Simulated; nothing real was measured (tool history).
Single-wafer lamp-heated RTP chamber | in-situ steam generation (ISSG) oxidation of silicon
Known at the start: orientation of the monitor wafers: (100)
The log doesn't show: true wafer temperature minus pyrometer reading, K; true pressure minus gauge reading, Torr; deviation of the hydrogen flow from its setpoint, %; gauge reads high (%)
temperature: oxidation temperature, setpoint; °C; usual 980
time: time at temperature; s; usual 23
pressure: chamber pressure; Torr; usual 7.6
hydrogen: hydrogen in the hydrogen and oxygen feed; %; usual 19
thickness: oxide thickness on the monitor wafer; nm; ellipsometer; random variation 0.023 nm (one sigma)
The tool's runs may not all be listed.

run	hour	temperature	time	pressure	hydrogen	wafers since the last listed run	wafers since the last pyrometer calibration	hours since the pressure gauge was zeroed	hours since the hydrogen flow controller was replaced	hours since the gauge calibration	read-back reference wafer on the same gauge, thickness	thickness
1	0.0	980	23	7.6	19	0	2394	1111.9	2981.6	57.1	5.418	4.818
2	54.4	966	23	7.6	19	697	3091	1166.3	3036.0	111.5	5.419	4.626
3	91.8	980	23	7.6	25	479	3571	1203.7	3073.4	148.9	5.416	5.175
# hour 134.5: hydrogen flow controller replaced
4	170.9	980	23	7.6	25	911	4483	1282.8	36.4	228.0	5.416	5.204
5	270.4	980	23	7.6	19	1276	5759	1382.3	135.9	327.5	5.426	4.845
6	350.2	980	23	7.6	19	1023	6783	1462.1	215.7	407.3	5.422	4.917
7	451.7	980	23	7.6	19	1301	8085	1563.6	317.2	508.8	5.426	4.897
8	536.3	980	23	7.6	23	1085	9170	1648.2	401.8	593.4	5.418	5.185
# hour 549.7: pyrometer window cleaned and pyrometer calibrated
9	643.4	980	19	7.6	27	1271	1201	1755.3	508.9	700.5	5.419	4.832
10	704.3	980	23	7.6	11	781	1983	1816.2	569.8	761.4	5.423	4.323
11	771.2	997	20	6.9	19	858	2841	1883.1	636.7	828.3	5.421	4.825
12	855.6	980	23	7.6	19	1082	3923	1967.5	721.1	912.7	5.420	4.841
13	938.2	980	23	7.6	19	1059	4983	2050.1	803.7	995.3	5.417	4.852
14	1038.0	980	23	7.6	29	1280	6263	2149.9	903.5	1095.1	5.418	5.390
15	1103.6	992	23	9.0	19	841	7104	2215.5	969.1	1160.7	5.418	5.111
16	1178.6	980	14	6.9	19	962	8066	2290.5	1044.1	1235.7	5.420	3.934
17	1229.7	980	23	7.6	19	655	8722	2341.6	1095.2	1286.8	5.420	4.943
18	1265.8	980	23	7.6	19	463	9185	2377.7	1131.3	1322.9	5.421	4.889
# hour 1283.0: pyrometer window cleaned and pyrometer calibrated
19	1327.1	987	15	7.6	19	683	565	2439.0	1192.6	1384.2	5.416	4.053
20	1421.1	980	23	7.6	19	1205	1770	2533.0	1286.6	1478.2	5.420	4.839
# hour 1463.9: pressure gauge zeroed
21	1480.7	980	23	7.6	19	661	2432	16.8	1346.2	1537.8	5.418	4.830
22	1538.7	980	23	7.6	19	743	3176	74.8	1404.2	1595.8	5.419	4.873
23	1630.6	980	32	8.4	27	1178	4355	166.7	1496.1	1687.7	5.418	6.123
24	1709.9	980	23	7.6	19	1017	5372	246.0	1575.4	1767.0	5.418	4.842
25	1768.2	991	29	8.4	11	747	6120	304.3	1633.7	1825.3	5.421	5.082
26	1866.3	980	23	7.6	19	1258	7378	402.4	1731.8	1923.4	5.418	4.920
# hour 1907.0: pyrometer window cleaned and pyrometer calibrated
27	1957.8	980	23	8.1	19	1071	652	493.9	1823.3	2014.9	5.423	4.818
28	2062.2	990	23	7.6	26	1339	1991	598.3	1927.7	2119.3	5.424	5.427
29	2156.5	980	20	6.9	11	1209	3200	692.6	2022.0	2213.6	5.424	4.020
30	2206.0	973	20	6.9	19	634	3835	742.1	2071.5	2263.1	5.417	4.409
31	2291.3	980	23	7.6	13	1094	4929	827.4	2156.8	2348.4	5.427	4.474
32	2466.9	973	31	7.6	14	2252	7182	1003.0	2332.4	2524.0	5.421	5.134

3 ways to go on from here, each from the tool as it stands after run 32. What would each give?
A	2467.3	980	23	7.6	19	5	7187	1003.4	2332.8	2524.4	?	?
B	2467.3	995	26	6.9	11	5	7187	1003.4	2332.8	2524.4	?	?
C	2467.3	980	23	8.7	22	5	7187	1003.4	2332.8	2524.4	?	?

run	read-back reference wafer on the same gauge, thickness	thickness
A	5.423	4.903
B	5.423	4.876
C	5.423	5.051
Without the tool's hidden state the same runs would have given:
run	thickness
A	4.838
B	4.804
C	4.983

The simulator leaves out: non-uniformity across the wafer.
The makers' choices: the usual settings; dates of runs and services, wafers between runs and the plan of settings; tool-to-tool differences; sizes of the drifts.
